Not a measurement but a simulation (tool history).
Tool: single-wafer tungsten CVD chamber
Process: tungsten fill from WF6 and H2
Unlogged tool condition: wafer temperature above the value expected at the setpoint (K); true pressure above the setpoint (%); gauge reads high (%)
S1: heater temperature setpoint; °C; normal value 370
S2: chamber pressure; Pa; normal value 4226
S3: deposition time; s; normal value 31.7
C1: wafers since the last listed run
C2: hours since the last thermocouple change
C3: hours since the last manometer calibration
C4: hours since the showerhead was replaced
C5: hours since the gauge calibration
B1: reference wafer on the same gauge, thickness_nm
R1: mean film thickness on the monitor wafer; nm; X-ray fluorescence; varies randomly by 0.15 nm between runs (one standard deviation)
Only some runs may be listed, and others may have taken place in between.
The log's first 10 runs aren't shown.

| run | hour | S1 | S2 | S3 | C1 | C2 | C3 | C4 | C5 | B1 | R1 |
|---|---|---|---|---|---|---|---|---|---|---|---|
| 11 | 233.6 | 370 | 4226 | 31.7 | 498 | 1550.7 | 1908.5 | 188 | 102.6 | 43.446 | 52.375 |
| 12 | 256 | 378 | 4573 | 25.6 | 627 | 1573.1 | 1930.9 | 210.4 | 125 | 43.392 | 53.212 |
| 13 | 286.2 | 370 | 4226 | 31.7 | 846 | 1603.3 | 1961.1 | 240.6 | 155.2 | 43.412 | 52.677 |
| 14 | 303.6 | 370 | 4226 | 29.9 | 487 | 1620.7 | 1978.5 | 258 | 172.6 | 43.421 | 49.515 |
|  | 315.1 | thermocouple changed; heater temperature recalibrated |
| 15 | 329.7 | 382 | 4226 | 37.6 | 507 | 14.6 | 2004.6 | 284.1 | 198.7 | 43.427 | 82.718 |
| 16 | 344.7 | 370 | 4226 | 31.7 | 420 | 29.6 | 2019.6 | 299.1 | 213.7 | 43.4 | 52.674 |
| 17 | 364.3 | 360 | 5266 | 25.6 | 549 | 49.2 | 2039.2 | 318.7 | 233.3 | 43.384 | 36.859 |
| 18 | 379.3 | 377 | 4226 | 31.7 | 420 | 64.2 | 2054.2 | 333.7 | 248.3 | 43.424 | 62.328 |
| 19 | 413.9 | 381 | 3680 | 36.7 | 969 | 98.8 | 2088.8 | 368.3 | 282.9 | 43.422 | 73.258 |
| 20 | 429.5 | 370 | 4226 | 31.7 | 437 | 114.4 | 2104.4 | 383.9 | 298.5 | 43.422 | 52.628 |
| 21 | 463 | 370 | 4226 | 31.7 | 938 | 147.9 | 2137.9 | 417.4 | 332 | 43.383 | 52.764 |
| 22 | 482.3 | 370 | 4226 | 29 | 540 | 167.2 | 2157.2 | 436.7 | 351.3 | 43.405 | 48.355 |
| 23 | 501.8 | 365 | 3240 | 28.9 | 546 | 186.7 | 2176.7 | 456.2 | 370.8 | 43.381 | 37.249 |
| 24 | 532.4 | 361 | 3280 | 28.6 | 857 | 217.3 | 2207.3 | 486.8 | 401.4 | 43.398 | 33.395 |
| 25 | 545.9 | 370 | 5040 | 31.7 | 378 | 230.8 | 2220.8 | 500.3 | 414.9 | 43.441 | 57.025 |
|  | 566.8 | capacitance manometer re-zeroed and calibrated |
| 26 | 571.4 | 381 | 3266 | 37.9 | 490 | 256.3 | 4.6 | 525.8 | 440.4 | 43.385 | 72.073 |
| 27 | 654 | 359 | 3560 | 28.5 | 2314 | 338.9 | 87.2 | 608.4 | 523 | 43.416 | 33.161 |
| 28 | 682.8 | 379 | 4226 | 36.8 | 806 | 367.7 | 116 | 637.2 | 551.8 | 43.396 | 75.129 |
| 29 | 715 | 370 | 4226 | 31.7 | 902 | 399.9 | 148.2 | 669.4 | 584 | 43.403 | 52.675 |
| 30 | 747.3 | 366 | 3186 | 33.7 | 904 | 432.2 | 180.5 | 701.7 | 616.3 | 43.419 | 44.339 |
| 31 | 773.4 | 381 | 3680 | 36.7 | 731 | 458.3 | 206.6 | 727.8 | 642.4 | 43.386 | 73.733 |
| 32 | 800.9 | 370 | 4226 | 31.7 | 770 | 485.8 | 234.1 | 755.3 | 669.9 | 43.389 | 52.58 |
| 33 | 831.8 | 359 | 4973 | 28.4 | 865 | 516.7 | 265 | 786.2 | 700.8 | 43.388 | 38.806 |
| 34 | 843.8 | 360 | 5266 | 25.6 | 336 | 528.7 | 277 | 798.2 | 712.8 | 43.386 | 36.837 |

Each row is a separate what-if for the run after 34, all from the same tool condition, not one after another. Results?
| A | 844.2 | 370 | 4226 | 31.7 | 11 | 529.1 | 277.4 | 798.6 | 713.2 | ? | ? |
| B | 844.2 | 378 | 3520 | 29.2 | 11 | 529.1 | 277.4 | 798.6 | 713.2 | ? | ? |
| C | 844.2 | 370 | 4226 | 35.4 | 11 | 529.1 | 277.4 | 798.6 | 713.2 | ? | ? |
| D | 844.2 | 370 | 5120 | 31.7 | 11 | 529.1 | 277.4 | 798.6 | 713.2 | ? | ? |

| run | B1 | R1 |
|---|---|---|
| A | 43.407 | 52.887 |
| B | 43.407 | 53.82 |
| C | 43.407 | 59.085 |
| D | 43.407 | 57.982 |
The same runs, with their run-to-run variation unchanged, on a tool lacking any hidden condition would have given:
| run | R1 |
|---|---|
| A | 52.887 |
| B | 53.82 |
| C | 59.085 |
| D | 57.982 |
